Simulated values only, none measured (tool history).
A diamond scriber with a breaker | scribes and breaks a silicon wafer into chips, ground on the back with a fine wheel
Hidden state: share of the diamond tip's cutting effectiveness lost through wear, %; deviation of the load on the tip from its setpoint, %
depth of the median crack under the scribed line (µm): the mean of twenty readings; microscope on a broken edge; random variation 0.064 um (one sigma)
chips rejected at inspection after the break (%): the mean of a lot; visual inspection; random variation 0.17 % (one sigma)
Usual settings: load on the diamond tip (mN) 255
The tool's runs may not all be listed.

run   hour  load on the diamond tip (mN)  wafers since the last listed run  hours since the diamond tip was replaced  hours since the load on the tip was calibrated  incoming depth of the damage left on the back of the incoming wafer, um  depth of the median crack under the scribed line (µm)  chips rejected at inspection after the break (%)
  1      0                           315                                 0                                       221                                           965.8                                                                     2.91                                                    7.6                                              4.03
  2     17                           315                                31                                       238                                           982.8                                                                     1.85                                                   7.57                                              1.49
      28.2  -- diamond tip replaced by a new one
  3   38.1                           315                                35                                       9.9                                          1003.9                                                                     1.98                                                   8.02                                              1.95
  4     59                           273                                38                                      30.8                                          1024.8                                                                     1.63                                                   7.06                                              1.34
  5   72.2                           255                                24                                        44                                            1038                                                                     2.43                                                   6.77                                               5.1
  6  103.5                           255                                58                                      75.3                                          1069.3                                                                     2.58                                                   6.66                                              5.76
  7  120.9                           255                                32                                      92.7                                          1086.7                                                                     1.63                                                    6.6                                              2.68
  8  151.9                           255                                57                                     123.7                                          1117.7                                                                     2.39                                                   6.55                                              5.68
  9  184.7                           185                                61                                     156.5                                          1150.5                                                                     2.91                                                   5.02                                             29.62
     203.1  -- load on the tip recalibrated
 10  218.3                           255                                58                                     190.1                                            15.2                                                                     2.76                                                   6.96                                              5.63
 11  231.9                           297                                25                                     203.7                                            28.8                                                                     2.27                                                   7.87                                               2.6
 12  245.4                           326                                25                                     217.2                                            42.3                                                                     2.47                                                    8.3                                              3.21
 13    260                           184                                27                                     231.8                                            56.9                                                                     2.03                                                   5.15                                             19.33
     267.4  -- diamond tip replaced by a new one
 14    294                           236                                59                                      26.6                                            90.9                                                                     2.91                                                   6.82                                              6.69
 15  318.2                           287                                45                                      50.8                                           115.1                                                                     1.88                                                   7.81                                              1.78
 16  349.3                           196                                57                                      81.9                                           146.2                                                                     2.99                                                   5.71                                                16

Some steps in depth of the median crack under the scribed line (µm) between neighbouring runs. How much of each would the tool show without its hidden state too (settings, what came in, random variation), and how much is left for the hidden state, with any gauge scatter that isn't in both results?
Run 2 -> 3: diamond tip replaced by a new one. depth of the median crack under the scribed line (µm) +0.45: hidden state +0.46, all else -0.01.
Run 12 -> 13: load on the diamond tip (mN) 326 -> 184. depth of the median crack under the scribed line (µm) -3.15: hidden state +0.2, all else -3.35.
